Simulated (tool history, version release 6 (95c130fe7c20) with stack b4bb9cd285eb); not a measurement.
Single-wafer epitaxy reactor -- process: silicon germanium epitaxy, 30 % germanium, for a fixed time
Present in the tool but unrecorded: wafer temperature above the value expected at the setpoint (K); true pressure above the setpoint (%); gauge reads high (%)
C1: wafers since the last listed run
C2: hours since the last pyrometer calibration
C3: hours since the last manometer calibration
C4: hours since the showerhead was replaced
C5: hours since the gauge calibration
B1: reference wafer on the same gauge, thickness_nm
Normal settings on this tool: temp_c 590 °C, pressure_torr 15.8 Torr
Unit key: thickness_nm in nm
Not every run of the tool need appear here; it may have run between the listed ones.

run 1 hour=0.0 | temp_c=590 pressure_torr=15.8 | C1=0 C2=2774.0 C3=1248.3 C4=3270.0 C5=351.2 | B1=40.416 | thickness_nm=41.529
run 2 hour=22.2 | temp_c=590 pressure_torr=15.8 | C1=411 C2=2796.2 C3=1270.5 C4=3292.2 C5=373.4 | B1=40.431 | thickness_nm=41.361
run 3 hour=51.4 | temp_c=590 pressure_torr=15.8 | C1=540 C2=2825.4 C3=1299.7 C4=3321.4 C5=402.6 | B1=40.411 | thickness_nm=41.380
run 4 hour=75.4 | temp_c=590 pressure_torr=15.8 | C1=444 C2=2849.4 C3=1323.7 C4=3345.4 C5=426.6 | B1=40.414 | thickness_nm=41.282
run 5 hour=111.3 | temp_c=590 pressure_torr=12.8 | C1=665 C2=2885.3 C3=1359.6 C4=3381.3 C5=462.5 | B1=40.414 | thickness_nm=37.800
run 6 hour=138.9 | temp_c=590 pressure_torr=15.8 | C1=511 C2=2912.9 C3=1387.2 C4=3408.9 C5=490.1 | B1=40.400 | thickness_nm=41.057
run 7 hour=159.9 | temp_c=590 pressure_torr=15.8 | C1=389 C2=2933.9 C3=1408.2 C4=3429.9 C5=511.1 | B1=40.424 | thickness_nm=41.231
-- hour=168.7 showerhead replaced
-- hour=181.0 pyrometer calibrated
-- hour=189.3 gauge calibrated
run 8 hour=194.3 | temp_c=590 pressure_torr=15.8 | C1=340 C2=13.3 C3=1442.6 C4=25.6 C5=5.0 | B1=40.383 | thickness_nm=44.002
-- hour=228.1 capacitance manometer re-zeroed and calibrated
run 9 hour=228.6 | temp_c=580 pressure_torr=12.8 | C1=487 C2=47.6 C3=0.5 C4=59.9 C5=39.3 | B1=40.409 | thickness_nm=33.558
run 10 hour=241.7 | temp_c=579 pressure_torr=19.3 | C1=242 C2=60.7 C3=13.6 C4=73.0 C5=52.4 | B1=40.391 | thickness_nm=38.791
run 11 hour=271.4 | temp_c=590 pressure_torr=15.8 | C1=550 C2=90.4 C3=43.3 C4=102.7 C5=82.1 | B1=40.412 | thickness_nm=45.501
run 12 hour=302.3 | temp_c=583 pressure_torr=13.9 | C1=572 C2=121.3 C3=74.2 C4=133.6 C5=113.0 | B1=40.407 | thickness_nm=37.095
run 13 hour=329.8 | temp_c=579 pressure_torr=15.8 | C1=509 C2=148.8 C3=101.7 C4=161.1 C5=140.5 | B1=40.416 | thickness_nm=35.823
run 14 hour=394.3 | temp_c=584 pressure_torr=17.7 | C1=1194 C2=213.3 C3=166.2 C4=225.6 C5=205.0 | B1=40.397 | thickness_nm=41.657
run 15 hour=489.9 | temp_c=603 pressure_torr=15.8 | C1=1771 C2=308.9 C3=261.8 C4=321.2 C5=300.6 | B1=40.405 | thickness_nm=59.099
run 16 hour=502.7 | temp_c=595 pressure_torr=14.4 | C1=237 C2=321.7 C3=274.6 C4=334.0 C5=313.4 | B1=40.380 | thickness_nm=48.328
run 17 hour=526.4 | temp_c=601 pressure_torr=17.1 | C1=439 C2=345.4 C3=298.3 C4=357.7 C5=337.1 | B1=40.369 | thickness_nm=58.234

Selected run-to-run steps in thickness_nm, each split into two signed amounts: the part the tool would show with no hidden state at all (from settings, incoming material and random variation), and the remainder, which goes to the hidden state together with any gauge scatter not common to the measured and the hidden-state-free results:
Run 7 -> 8: showerhead replaced, pyrometer calibrated, gauge calibrated. thickness_nm +2.771 nm: hidden state +2.786, all else -0.015.
Run 14 -> 15: temp_c 584 -> 603, pressure_torr 17.7 -> 15.8. thickness_nm +17.442 nm: hidden state -0.239, all else +17.681.
